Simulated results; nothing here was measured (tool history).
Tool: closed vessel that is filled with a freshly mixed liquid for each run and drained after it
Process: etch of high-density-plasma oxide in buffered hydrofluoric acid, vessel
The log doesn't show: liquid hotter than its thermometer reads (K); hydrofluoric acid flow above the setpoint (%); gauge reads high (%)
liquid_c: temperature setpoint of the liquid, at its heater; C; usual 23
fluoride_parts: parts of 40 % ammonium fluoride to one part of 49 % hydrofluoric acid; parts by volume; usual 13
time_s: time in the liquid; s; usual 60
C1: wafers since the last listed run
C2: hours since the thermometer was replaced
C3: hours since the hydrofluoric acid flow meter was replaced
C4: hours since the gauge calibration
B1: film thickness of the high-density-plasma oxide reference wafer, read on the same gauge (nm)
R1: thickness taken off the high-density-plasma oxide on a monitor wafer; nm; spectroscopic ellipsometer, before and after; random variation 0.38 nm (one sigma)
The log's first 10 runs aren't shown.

run 11 hour=725.6 | liquid_c=23 fluoride_parts=13 time_s=60 | C1=10460 C2=313 C3=1695.1 C4=2453.2 | B1=69.98 | R1=60.91
-- hour=747.5 hydrofluoric acid flow meter replaced
run 12 hour=819.1 | liquid_c=27 fluoride_parts=13 time_s=60 | C1=9312 C2=406.5 C3=71.6 C4=2546.7 | B1=69.98 | R1=73.29
run 13 hour=857.4 | liquid_c=27 fluoride_parts=13 time_s=60 | C1=3855 C2=444.8 C3=109.9 C4=2585 | B1=70.01 | R1=72.8
run 14 hour=914.9 | liquid_c=23 fluoride_parts=16.5 time_s=95 | C1=5788 C2=502.3 C3=167.4 C4=2642.5 | B1=69.99 | R1=73.25
run 15 hour=978.1 | liquid_c=25.5 fluoride_parts=13 time_s=60 | C1=6362 C2=565.5 C3=230.6 C4=2705.7 | B1=70 | R1=67.52
run 16 hour=1015.8 | liquid_c=21.5 fluoride_parts=11.5 time_s=90 | C1=3795 C2=603.2 C3=268.3 C4=2743.4 | B1=69.99 | R1=91.62
run 17 hour=1073.3 | liquid_c=25.5 fluoride_parts=13 time_s=60 | C1=5788 C2=660.7 C3=325.8 C4=2800.9 | B1=70 | R1=67.01
run 18 hour=1161.5 | liquid_c=23 fluoride_parts=9.5 time_s=30 | C1=8879 C2=748.9 C3=414 C4=2889.1 | B1=69.95 | R1=38.7
run 19 hour=1237 | liquid_c=23 fluoride_parts=13 time_s=30 | C1=7601 C2=824.4 C3=489.5 C4=2964.6 | B1=69.99 | R1=29.56
-- hour=1294.8 gauge calibrated
-- hour=1358.1 thermometer replaced
run 20 hour=1438.4 | liquid_c=27 fluoride_parts=9.5 time_s=90 | C1=20175 C2=80.3 C3=690.9 C4=143.6 | B1=70.01 | R1=144.97
run 21 hour=1484.9 | liquid_c=23 fluoride_parts=13 time_s=60 | C1=4681 C2=126.8 C3=737.4 C4=190.1 | B1=69.95 | R1=58.89
run 22 hour=1564.4 | liquid_c=23 fluoride_parts=13 time_s=60 | C1=8003 C2=206.3 C3=816.9 C4=269.6 | B1=69.98 | R1=59.77

Run 23 comes next. What will it give?
run 23 hour=1604.3 | liquid_c=18.5 fluoride_parts=13 time_s=60 | C1=4017 C2=246.2 C3=856.8 C4=309.5 | B1=? | R1=?

B1: 70
R1: 46.24 nm
Without the tool's hidden state the same run would have given R1 44.44 nm.

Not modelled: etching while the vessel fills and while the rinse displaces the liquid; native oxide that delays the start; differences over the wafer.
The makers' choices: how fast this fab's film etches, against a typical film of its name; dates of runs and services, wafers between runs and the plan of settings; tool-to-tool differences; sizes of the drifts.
